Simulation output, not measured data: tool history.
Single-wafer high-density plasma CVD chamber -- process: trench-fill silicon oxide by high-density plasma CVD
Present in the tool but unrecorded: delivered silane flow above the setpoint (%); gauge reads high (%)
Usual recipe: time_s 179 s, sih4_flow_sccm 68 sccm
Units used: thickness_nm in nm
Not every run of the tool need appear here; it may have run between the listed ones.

run,hour,time_s,sih4_flow_sccm,wafers since the last listed run,hours since the silane flow controller was replaced,hours since the gauge calibration,"read-back reference wafer on the same gauge, thickness_nm",thickness_nm
1,0.0,179,68,0,2596.5,318.9,1358.593,1349.628
2,76.9,179,68,477,2673.4,395.8,1360.228,1349.090
3,150.1,179,68,454,2746.6,469.0,1359.028,1355.211
4,252.1,179,68,633,2848.6,571.0,1360.326,1364.733
5,306.8,179,68,339,2903.3,625.7,1359.502,1368.616
6,396.6,179,68,557,2993.1,715.5,1362.158,1358.044
7,476.9,179,68,498,3073.4,795.8,1359.288,1366.170
8,531.4,179,68,338,3127.9,850.3,1359.209,1354.794
9,620.8,179,68,555,3217.3,939.7,1359.240,1371.407
10,705.1,179,68,523,3301.6,1024.0,1361.835,1354.778
11,799.8,179,59,587,3396.3,1118.7,1360.181,1270.190
12,870.7,179,59,440,3467.2,1189.6,1359.824,1259.440
13,955.0,179,59,523,3551.5,1273.9,1360.540,1263.910
14,998.4,187,68,269,3594.9,1317.3,1359.450,1430.640
15,1070.3,187,68,446,3666.8,1389.2,1360.257,1419.925
16,1332.7,179,68,1629,3929.2,1651.6,1360.070,1354.324
17,1408.7,179,75,471,4005.2,1727.6,1360.206,1429.510
18,1482.8,179,68,460,4079.3,1801.7,1361.300,1355.539
19,1570.7,170,68,545,4167.2,1889.6,1359.898,1284.011
20,1637.1,179,68,412,4233.6,1956.0,1361.878,1354.799
# hour 1677.2: gauge calibrated
21,1730.1,148,74,577,4326.6,52.9,1360.236,1176.327
# hour 1789.6: silane flow controller replaced
22,1790.1,190,59,322,0.5,112.9,1360.802,1320.117
23,1997.2,151,60,1285,207.6,320.0,1359.377,1055.668
24,2097.0,187,68,619,307.4,419.8,1357.927,1397.728
25,2199.4,212,76,635,409.8,522.2,1359.702,1673.400
26,2251.5,152,68,323,461.9,574.3,1358.382,1132.853
27,2323.4,179,68,446,533.8,646.2,1361.283,1353.154
28,2381.8,213,58,362,592.2,704.6,1359.791,1483.192
29,2489.7,211,60,669,700.1,812.5,1359.817,1494.461
30,2593.0,179,71,641,803.4,915.8,1360.577,1365.054
31,2643.8,179,76,315,854.2,966.6,1360.255,1418.586
32,2747.0,164,76,640,957.4,1069.8,1360.020,1304.950
33,2807.3,156,64,374,1017.7,1130.1,1358.801,1137.721
34,2855.6,198,64,299,1066.0,1178.4,1359.441,1445.264
35,2947.3,156,68,569,1157.7,1270.1,1359.467,1173.926

Below, each run's measurement less what the same run would have read without the hidden state. Both values contain the same run-to-run variation, but the gauge's scatter may not be the same in both:
run,thickness_nm
1,+34.925
2,+35.279
3,+35.776
4,+36.473
5,+36.806
6,+36.875
7,+37.398
8,+37.281
9,+38.047
10,+37.857
11,+35.764
12,+35.651
13,+35.993
14,+40.863
15,+40.748
16,+39.463
17,+41.818
18,+39.799
19,+37.853
20,+40.058
21,+34.916
22,+5.931
23,+8.815
24,+14.012
25,+19.464
26,+14.056
27,+18.179
28,+21.111
29,+23.359
30,+23.038
31,+24.768
32,+24.252
33,+21.853
34,+28.455
35,+24.138
